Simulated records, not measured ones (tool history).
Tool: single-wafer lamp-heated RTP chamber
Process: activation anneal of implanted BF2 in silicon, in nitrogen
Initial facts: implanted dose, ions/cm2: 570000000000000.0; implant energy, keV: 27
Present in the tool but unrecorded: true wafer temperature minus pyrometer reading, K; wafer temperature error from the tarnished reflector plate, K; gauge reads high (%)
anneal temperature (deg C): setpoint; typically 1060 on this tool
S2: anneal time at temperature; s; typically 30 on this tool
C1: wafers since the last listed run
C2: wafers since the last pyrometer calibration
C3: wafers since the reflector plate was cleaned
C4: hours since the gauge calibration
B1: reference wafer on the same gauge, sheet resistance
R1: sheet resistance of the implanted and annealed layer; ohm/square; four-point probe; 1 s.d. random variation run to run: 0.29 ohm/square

{"run": 1, "hour": 0.0, "anneal temperature (deg C)": 1066, "S2": 30, "C1": 0, "C2": 3158, "C3": 1859, "C4": 96, "B1": 157.92, "R1": 190.29}
{"run": 2, "hour": 14.7, "anneal temperature (deg C)": 1066, "S2": 30, "C1": 273, "C2": 3432, "C3": 2133, "C4": 110.7, "B1": 157.94, "R1": 190.11}
{"run": 3, "hour": 29.4, "anneal temperature (deg C)": 1060, "S2": 30, "C1": 273, "C2": 3706, "C3": 2406, "C4": 125.4, "B1": 157.99, "R1": 190.73}
{"run": 4, "hour": 38.1, "anneal temperature (deg C)": 1060, "S2": 30, "C1": 162, "C2": 3868, "C3": 2568, "C4": 134.1, "B1": 158.1, "R1": 190.62}
{"run": 5, "hour": 50.3, "anneal temperature (deg C)": 1060, "S2": 30, "C1": 227, "C2": 4095, "C3": 2796, "C4": 146.3, "B1": 157.93, "R1": 190.8}
{"run": 6, "hour": 59.4, "anneal temperature (deg C)": 1060, "S2": 30, "C1": 169, "C2": 4264, "C3": 2965, "C4": 155.4, "B1": 157.97, "R1": 190.92}
{"run": 7, "hour": 67.1, "anneal temperature (deg C)": 1060, "S2": 30, "C1": 143, "C2": 4408, "C3": 3109, "C4": 163.1, "B1": 158.01, "R1": 191.21}
{"hour": 80.4, "done": "pyrometer window cleaned and pyrometer calibrated"}
{"run": 8, "hour": 80.8, "anneal temperature (deg C)": 1060, "S2": 30, "C1": 106, "C2": 7, "C3": 3215, "C4": 176.8, "B1": 158.06, "R1": 192.48}
{"hour": 88.3, "done": "gauge calibrated"}
{"run": 9, "hour": 94.0, "anneal temperature (deg C)": 1046, "S2": 30, "C1": 245, "C2": 253, "C3": 3461, "C4": 5.7, "B1": 158, "R1": 193.81}
{"run": 10, "hour": 107.2, "anneal temperature (deg C)": 1060, "S2": 30, "C1": 245, "C2": 498, "C3": 3707, "C4": 18.9, "B1": 157.89, "R1": 192.61}
{"run": 11, "hour": 119.4, "anneal temperature (deg C)": 1060, "S2": 30, "C1": 227, "C2": 726, "C3": 3934, "C4": 31.1, "B1": 158.09, "R1": 192.34}
{"hour": 133.1, "done": "reflector plate cleaned"}
{"run": 12, "hour": 133.8, "anneal temperature (deg C)": 1080, "S2": 35, "C1": 119, "C2": 845, "C3": 12, "C4": 45.5, "B1": 158.04, "R1": 188.24}
{"run": 13, "hour": 147.0, "anneal temperature (deg C)": 1083, "S2": 42, "C1": 245, "C2": 1091, "C3": 258, "C4": 58.7, "B1": 157.94, "R1": 185.78}
{"run": 14, "hour": 162.7, "anneal temperature (deg C)": 1032, "S2": 30, "C1": 292, "C2": 1383, "C3": 550, "C4": 74.4, "B1": 158.08, "R1": 195.31}
{"run": 15, "hour": 177.0, "anneal temperature (deg C)": 1077, "S2": 18, "C1": 266, "C2": 1650, "C3": 817, "C4": 88.7, "B1": 157.94, "R1": 192.59}
{"run": 16, "hour": 184.2, "anneal temperature (deg C)": 1060, "S2": 30, "C1": 134, "C2": 1784, "C3": 951, "C4": 95.9, "B1": 157.99, "R1": 191.58}

Branching from run 16: 3 alternative next runs. What would each branch give?
{"run": "A", "hour": 184.6, "anneal temperature (deg C)": 1034, "S2": 30, "C1": 7, "C2": 1791, "C3": 958, "C4": 96.3, "B1": "?", "R1": "?"}
{"run": "B", "hour": 184.6, "anneal temperature (deg C)": 1060, "S2": 43, "C1": 7, "C2": 1791, "C3": 958, "C4": 96.3, "B1": "?", "R1": "?"}
{"run": "C", "hour": 184.6, "anneal temperature (deg C)": 1068, "S2": 19, "C1": 7, "C2": 1791, "C3": 958, "C4": 96.3, "B1": "?", "R1": "?"}

run=A B1=158 R1=195.48
run=B B1=158 R1=189.56
run=C B1=158 R1=194.08
What these runs would have given with no unlogged condition in the tool:
run=A R1=196.3
run=B R1=190.38
run=C R1=194.65

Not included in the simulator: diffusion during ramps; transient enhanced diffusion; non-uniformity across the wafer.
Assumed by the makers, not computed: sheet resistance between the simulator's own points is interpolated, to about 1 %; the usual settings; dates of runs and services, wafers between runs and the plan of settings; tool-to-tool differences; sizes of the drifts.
